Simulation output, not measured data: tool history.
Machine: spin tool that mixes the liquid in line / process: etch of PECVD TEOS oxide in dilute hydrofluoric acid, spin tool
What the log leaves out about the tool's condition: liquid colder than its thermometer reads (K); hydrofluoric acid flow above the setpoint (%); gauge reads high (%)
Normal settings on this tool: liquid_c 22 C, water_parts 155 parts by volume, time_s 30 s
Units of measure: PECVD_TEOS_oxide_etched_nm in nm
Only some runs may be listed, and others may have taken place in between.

| run | day | liquid_c | water_parts | time_s | wafers since the last listed run | hours since the thermometer was replaced | hours since the hydrofluoric acid flow meter was replaced | hours since the gauge calibration | read-back film thickness of the PECVD TEOS oxide reference wafer, read on the same gauge (nm) | PECVD_TEOS_oxide_etched_nm |
|---|---|---|---|---|---|---|---|---|---|---|
| 1 | 0 | 18.5 | 115 | 30 | 0 | 1628.7 | 989.3 | 355.3 | 49.989 | 4.897 |
| 2 | 0.646 | 18.5 | 115 | 30 | 170 | 1644.2 | 1004.8 | 370.8 | 49.997 | 4.836 |
| 3 | 1.383 | 19 | 155 | 25 | 195 | 1661.9 | 1022.5 | 388.5 | 50.007 | 3.011 |
| 4 | 1.658 | 19 | 155 | 25 | 72 | 1668.5 | 1029.1 | 395.1 | 50.007 | 2.993 |
| 5 | 2.233 | 22 | 155 | 30 | 152 | 1682.3 | 1042.9 | 408.9 | 50.012 | 4.047 |
| 6 | 2.579 | 22 | 155 | 30 | 91 | 1690.6 | 1051.2 | 417.2 | 50.016 | 4.09 |
|  | 2.912 | thermometer replaced |
| 7 | 3.317 | 22 | 200 | 30 | 184 | 9.7 | 1068.9 | 434.9 | 50.003 | 2.994 |
| 8 | 3.958 | 22 | 200 | 30 | 169 | 25.1 | 1084.3 | 450.3 | 49.993 | 3 |
| 9 | 4.388 | 22 | 200 | 30 | 113 | 35.4 | 1094.6 | 460.6 | 50.005 | 2.993 |
| 10 | 4.908 | 22 | 155 | 30 | 137 | 47.9 | 1107.1 | 473.1 | 50.008 | 4.034 |
|  | 5.471 | gauge calibrated |
| 11 | 5.571 | 22 | 155 | 30 | 175 | 63.8 | 1123 | 2.4 | 50.011 | 4.085 |
| 12 | 5.883 | 22 | 155 | 30 | 82 | 71.3 | 1130.5 | 9.9 | 49.986 | 4.111 |
| 13 | 6.171 | 22 | 155 | 30 | 76 | 78.2 | 1137.4 | 16.8 | 50.042 | 4.095 |
| 14 | 6.696 | 22 | 135 | 30 | 138 | 90.8 | 1150 | 29.4 | 50.021 | 4.826 |
| 15 | 7.117 | 17 | 155 | 40 | 111 | 100.9 | 1160.1 | 39.5 | 49.999 | 4.444 |
|  | 7.408 | hydrofluoric acid flow meter replaced |
| 16 | 7.688 | 26 | 105 | 15 | 140 | 114.6 | 6.7 | 53.2 | 49.991 | 3.346 |
| 17 | 7.992 | 22 | 115 | 20 | 80 | 121.9 | 14 | 60.5 | 49.965 | 3.405 |
| 18 | 8.6 | 18.5 | 155 | 30 | 160 | 136.5 | 28.6 | 75.1 | 49.956 | 3.169 |
| 19 | 9.088 | 25.5 | 80 | 30 | 129 | 148.2 | 40.3 | 86.8 | 50.009 | 8.843 |
| 20 | 9.612 | 22 | 155 | 15 | 138 | 160.8 | 52.9 | 99.4 | 49.998 | 1.826 |
| 21 | 10.183 | 22 | 155 | 30 | 151 | 174.5 | 66.6 | 113.1 | 50.011 | 3.657 |
| 22 | 10.879 | 20 | 155 | 20 | 184 | 191.2 | 83.3 | 129.8 | 49.976 | 2.264 |
| 23 | 11.55 | 22 | 155 | 30 | 177 | 207.3 | 99.4 | 145.9 | 50.002 | 3.684 |
| 24 | 12.054 | 22 | 155 | 30 | 133 | 219.4 | 111.5 | 158 | 49.984 | 3.679 |
| 25 | 13.858 | 22 | 155 | 30 | 477 | 262.7 | 154.8 | 201.3 | 50.022 | 3.702 |
| 26 | 14.567 | 22 | 185 | 50 | 187 | 279.7 | 171.8 | 218.3 | 50.035 | 5.016 |
| 27 | 14.946 | 26 | 235 | 40 | 100 | 288.8 | 180.9 | 227.4 | 50.019 | 3.491 |
| 28 | 15.338 | 22 | 230 | 15 | 103 | 298.2 | 190.3 | 236.8 | 49.991 | 1.172 |
| 29 | 15.704 | 17 | 215 | 30 | 97 | 307 | 199.1 | 245.6 | 50.001 | 2.089 |
| 30 | 16.408 | 22 | 230 | 30 | 186 | 323.9 | 216 | 262.5 | 50.009 | 2.332 |
| 31 | 17.258 | 24 | 185 | 30 | 224 | 344.3 | 236.4 | 282.9 | 50 | 3.3 |
| 32 | 17.729 | 24 | 115 | 50 | 124 | 355.6 | 247.7 | 294.2 | 49.996 | 9.453 |
| 33 | 18.429 | 18.5 | 90 | 35 | 185 | 372.4 | 264.5 | 311 | 50.021 | 7.027 |

How would selected steps in PECVD_TEOS_oxide_etched_nm from run to run divide? Give the signed amount a tool lacking its hidden state would still show from settings, what came in and random variation, and the signed amount left for the hidden state, including any gauge scatter that is not in both of the compared results.
Run 2 -> 3: liquid_c 18.5 -> 19, water_parts 115 -> 155, time_s 30 -> 25. PECVD_TEOS_oxide_etched_nm -1.825 nm: hidden state -0.179, all else -1.646.
Run 15 -> 16: liquid_c 17 -> 26, water_parts 155 -> 105, time_s 40 -> 15, hydrofluoric acid flow meter replaced. PECVD_TEOS_oxide_etched_nm -1.098 nm: hidden state -0.498, all else -0.6.
Run 18 -> 19: liquid_c 18.5 -> 25.5, water_parts 155 -> 80. PECVD_TEOS_oxide_etched_nm +5.674 nm: hidden state +0.1, all else +5.574.
Run 19 -> 20: liquid_c 25.5 -> 22, water_parts 80 -> 155, time_s 30 -> 15. PECVD_TEOS_oxide_etched_nm -7.017 nm: hidden state -0.116, all else -6.901.
Run 31 -> 32: water_parts 185 -> 115, time_s 30 -> 50. PECVD_TEOS_oxide_etched_nm +6.153 nm: hidden state +0.241, all else +5.912.

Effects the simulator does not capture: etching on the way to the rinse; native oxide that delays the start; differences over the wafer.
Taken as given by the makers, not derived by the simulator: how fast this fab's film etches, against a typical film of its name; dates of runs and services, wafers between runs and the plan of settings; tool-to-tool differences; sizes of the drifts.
